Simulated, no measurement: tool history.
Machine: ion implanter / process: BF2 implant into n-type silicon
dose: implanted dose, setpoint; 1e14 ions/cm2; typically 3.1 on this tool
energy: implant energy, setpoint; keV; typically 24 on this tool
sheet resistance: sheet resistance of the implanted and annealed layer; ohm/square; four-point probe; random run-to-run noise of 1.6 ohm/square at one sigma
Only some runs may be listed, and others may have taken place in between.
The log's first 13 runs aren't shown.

run	hour	dose	energy	read-back reference wafer on the same gauge, sheet resistance	sheet resistance
14	698.7	2.8	24	396.41	419.04
15	749.2	3.1	24	396.09	386.04
16	781.1	2.84	29	395.72	407.78
17	807.6	3.9	24	395.85	319.65
# hour 830: gauge calibrated
18	831.6	2.54	21	395.57	458.65
19	860	3.1	30	395.46	380.13
20	901.7	2.51	18.5	396.21	469.92
# hour 925.5: extraction supply calibrated
21	953	3.1	24	396.13	387.42
22	1071	3.1	24	396.31	386.72
23	1116.5	3.1	24	396.04	386.78
# hour 1153.1: Faraday cup replaced and dose calibrated
24	1157.9	3.98	21	395.95	321.68
25	1205.9	2.2	31	395.81	504.44
26	1231.2	2.83	30	396.05	408.29
27	1291.6	3.1	24	395.71	385.95
28	1327.3	2.42	28.5	396.11	468.63
29	1387.6	3.1	26	396.13	384.69
30	1438.8	3.82	26.5	395.44	321.85
31	1495.2	2.2	31	396.02	503.5
32	1558.8	3.85	29	395.78	316.85
33	1624.1	3.51	20.5	396.23	355.47
34	1651.5	3.1	24	395.95	385.65

Run 35 is up next; what results do you expect?
35	1687.7	2.18	27	?	?

read-back reference wafer on the same gauge, sheet resistance: 395.53
sheet resistance: 514.94 ohm/square
Without the tool's hidden state the same run would have given sheet resistance 514.94 ohm/square.

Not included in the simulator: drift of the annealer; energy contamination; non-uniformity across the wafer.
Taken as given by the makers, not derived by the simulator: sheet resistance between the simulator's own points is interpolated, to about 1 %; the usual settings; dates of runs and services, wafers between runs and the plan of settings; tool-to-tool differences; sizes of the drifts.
